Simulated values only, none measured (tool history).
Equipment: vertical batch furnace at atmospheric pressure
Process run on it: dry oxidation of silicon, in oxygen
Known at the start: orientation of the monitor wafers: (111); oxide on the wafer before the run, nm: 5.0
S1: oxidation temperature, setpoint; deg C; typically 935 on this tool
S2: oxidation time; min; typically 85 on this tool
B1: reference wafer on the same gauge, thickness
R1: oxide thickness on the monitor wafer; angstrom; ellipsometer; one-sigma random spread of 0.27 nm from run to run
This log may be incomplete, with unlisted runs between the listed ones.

run,hour,S1,S2,B1,R1
1,0,935,102,57.66,568.7
2,76.6,935,102,57.64,574.9
3,150,935,102,57.65,567.3
4,279.6,949,73,57.59,511.3
5,371.1,949,73,57.69,508.5
6,416.5,935,118,57.56,627.3
7,472.1,935,118,57.66,628.5
8,530.7,935,101.5,57.56,563.1
9,595.6,935,101.5,57.72,562.6
10,665.6,935,85,57.55,502.1
11,772.2,943,85,57.71,535.8
12,830.7,943,85,57.49,538.2
13,923.1,935,85,57.58,502
14,974.6,935,85,57.6,500.7
15,1072.5,935,85,57.62,500.9
16,1114.3,935,85,57.61,503.1
# hour 1166.6: thermocouples replaced and temperature profile calibrated
17,1167.8,925,85,57.58,460
18,1236.7,925,85,57.52,457.9
19,1287.8,950,85,57.63,562.5
# hour 1314: boat lift adjusted
20,1506.7,924,117,57.58,581.7
21,1587.1,951,62.5,57.67,479.7
22,1628.1,927,44,57.6,313.6
23,1691.1,956,67.5,57.6,523.9
24,1780.9,935,85,57.66,518.5
25,1832.6,913,101,57.71,471.7
26,1903.8,921,56.5,57.63,346.6
# hour 1910.8: gauge calibrated
27,1961.6,954,103.5,57.62,678.7
28,2009.9,915,55.5,57.52,325
29,2058.5,935,85,57.64,518.9
30,2096.3,935,85,57.52,517.6
31,2196.1,960,112,57.48,756
32,2289.9,920,85,57.59,450.2

What does the tool deliver on the next run?
33,2359.3,935,85,?,?

For run 33 the tool returned B1 57.6, R1 517.8 angstrom.
With no hidden state in the tool, this same run would have given R1 521.3 angstrom.

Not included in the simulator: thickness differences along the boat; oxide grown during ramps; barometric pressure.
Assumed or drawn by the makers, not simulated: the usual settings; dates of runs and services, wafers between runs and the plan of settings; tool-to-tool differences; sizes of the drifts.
